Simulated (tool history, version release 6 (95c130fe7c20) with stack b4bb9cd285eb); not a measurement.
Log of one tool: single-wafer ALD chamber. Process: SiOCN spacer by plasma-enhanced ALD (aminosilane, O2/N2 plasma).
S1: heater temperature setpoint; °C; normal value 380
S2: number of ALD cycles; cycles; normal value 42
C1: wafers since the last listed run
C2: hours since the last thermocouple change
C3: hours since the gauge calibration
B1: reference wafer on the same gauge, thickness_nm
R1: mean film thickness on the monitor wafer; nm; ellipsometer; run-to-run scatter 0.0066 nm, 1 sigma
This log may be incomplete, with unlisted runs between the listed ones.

run	hour	S1	S2	C1	C2	C3	B1	R1
1	0.0	370	42	0	1616.7	219.9	2.170	2.465
2	12.4	370	42	75	1629.1	232.3	2.171	2.452
3	26.8	376	36	87	1643.5	246.7	2.170	2.102
4	40.3	376	36	81	1657.0	260.2	2.168	2.108
5	58.1	386	38	107	1674.8	278.0	2.169	2.225
6	67.8	386	38	58	1684.5	287.7	2.169	2.217
7	85.3	386	38	105	1702.0	305.2	2.171	2.220
8	101.3	380	42	96	1718.0	321.2	2.168	2.454
9	114.9	380	42	82	1731.6	334.8	2.172	2.457
# hour 125.8: gauge calibrated
# hour 143.4: thermocouple changed; heater temperature recalibrated
10	155.4	380	42	196	12.0	29.6	2.172	2.466
11	170.3	380	48	90	26.9	44.5	2.170	2.820
12	185.8	380	42	93	42.4	60.0	2.169	2.465
13	198.8	380	45	78	55.4	73.0	2.169	2.634
14	211.2	380	42	75	67.8	85.4	2.171	2.467
15	226.0	388	42	89	82.6	100.2	2.170	2.457
16	235.2	370	42	55	91.8	109.4	2.169	2.470
17	244.9	372	42	58	101.5	119.1	2.172	2.460
18	256.7	380	39	71	113.3	130.9	2.169	2.288
19	263.9	388	35	43	120.5	138.1	2.170	2.049
20	280.5	380	42	100	137.1	154.7	2.169	2.462
21	287.4	369	35	41	144.0	161.6	2.170	2.056
22	294.0	380	42	39	150.6	168.2	2.169	2.459
23	304.6	380	40	64	161.2	178.8	2.169	2.349
24	316.5	392	38	72	173.1	190.7	2.172	2.221
25	334.2	372	34	107	190.8	208.4	2.168	1.985

What was the tool's hidden state at every run in the log?
wafer temperature above the value expected at the setpoint (K): 0 across all the runs
gauge reads high (%): 0 across all the runs

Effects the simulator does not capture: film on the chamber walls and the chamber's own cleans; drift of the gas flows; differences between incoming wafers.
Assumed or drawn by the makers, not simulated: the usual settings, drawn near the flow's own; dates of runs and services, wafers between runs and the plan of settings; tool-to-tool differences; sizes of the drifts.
